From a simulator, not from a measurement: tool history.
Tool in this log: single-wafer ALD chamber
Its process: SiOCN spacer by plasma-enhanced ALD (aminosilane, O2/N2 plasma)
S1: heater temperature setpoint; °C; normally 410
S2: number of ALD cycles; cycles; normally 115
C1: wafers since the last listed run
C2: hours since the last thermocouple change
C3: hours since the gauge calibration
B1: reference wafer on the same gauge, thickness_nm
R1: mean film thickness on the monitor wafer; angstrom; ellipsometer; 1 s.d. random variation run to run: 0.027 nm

run 1 day=0 | S1=410 S2=115 | C1=0 C2=1357.9 C3=509.5 | B1=6.738 | R1=69.21
run 2 day=1.958 | S1=410 S2=115 | C1=120 C2=1404.9 C3=556.5 | B1=6.74 | R1=69.87
run 3 day=4.912 | S1=410 S2=115 | C1=181 C2=1475.8 C3=627.4 | B1=6.747 | R1=69.79
run 4 day=7.567 | S1=410 S2=115 | C1=162 C2=1539.5 C3=691.1 | B1=6.741 | R1=70.06
run 5 day=9.404 | S1=410 S2=115 | C1=112 C2=1583.6 C3=735.2 | B1=6.74 | R1=69.76
run 6 day=13.558 | S1=410 S2=115 | C1=254 C2=1683.3 C3=834.9 | B1=6.735 | R1=69.85
-- day=14.85 gauge calibrated
run 7 day=15.612 | S1=410 S2=115 | C1=125 C2=1732.6 C3=18.3 | B1=6.747 | R1=70.5
run 8 day=17.112 | S1=410 S2=115 | C1=91 C2=1768.6 C3=54.3 | B1=6.735 | R1=69.54
run 9 day=19.783 | S1=399 S2=127 | C1=163 C2=1832.7 C3=118.4 | B1=6.737 | R1=79.52
run 10 day=22.721 | S1=410 S2=115 | C1=180 C2=1903.2 C3=188.9 | B1=6.736 | R1=69.6
run 11 day=23.85 | S1=397 S2=115 | C1=69 C2=1930.3 C3=216 | B1=6.738 | R1=71.98
run 12 day=25.1 | S1=415 S2=102 | C1=76 C2=1960.3 C3=246 | B1=6.738 | R1=61.25
-- day=26.417 thermocouple changed; heater temperature recalibrated
run 13 day=27.138 | S1=405 S2=135 | C1=104 C2=17.3 C3=294.9 | B1=6.742 | R1=82.64
run 14 day=28.704 | S1=406 S2=134 | C1=96 C2=54.9 C3=332.5 | B1=6.747 | R1=82.15
run 15 day=30.388 | S1=395 S2=128 | C1=103 C2=95.3 C3=372.9 | B1=6.742 | R1=80.45
run 16 day=32.183 | S1=410 S2=115 | C1=110 C2=138.4 C3=416 | B1=6.742 | R1=69.7
run 17 day=34.458 | S1=415 S2=102 | C1=139 C2=193 C3=470.6 | B1=6.745 | R1=61.07

Predict each of these 5 candidate next runs independently; none follows another, all start after run 17:
run A day=34.483 | S1=410 S2=104 | C1=1 C2=193.6 C3=471.2 | B1=? | R1=?
run B day=34.483 | S1=397 S2=98 | C1=1 C2=193.6 C3=471.2 | B1=? | R1=?
run C day=34.483 | S1=414 S2=101 | C1=1 C2=193.6 C3=471.2 | B1=? | R1=?
run D day=34.483 | S1=416 S2=127 | C1=1 C2=193.6 C3=471.2 | B1=? | R1=?
run E day=34.483 | S1=410 S2=99 | C1=1 C2=193.6 C3=471.2 | B1=? | R1=?

run=A B1=6.739 R1=63.04
run=B B1=6.739 R1=61.24
run=C B1=6.739 R1=60.56
run=D B1=6.739 R1=75.73
run=E B1=6.739 R1=60.01
With no hidden state in the tool, these same runs would have given:
run=A R1=63.04
run=B R1=61.24
run=C R1=60.56
run=D R1=75.73
run=E R1=60.01
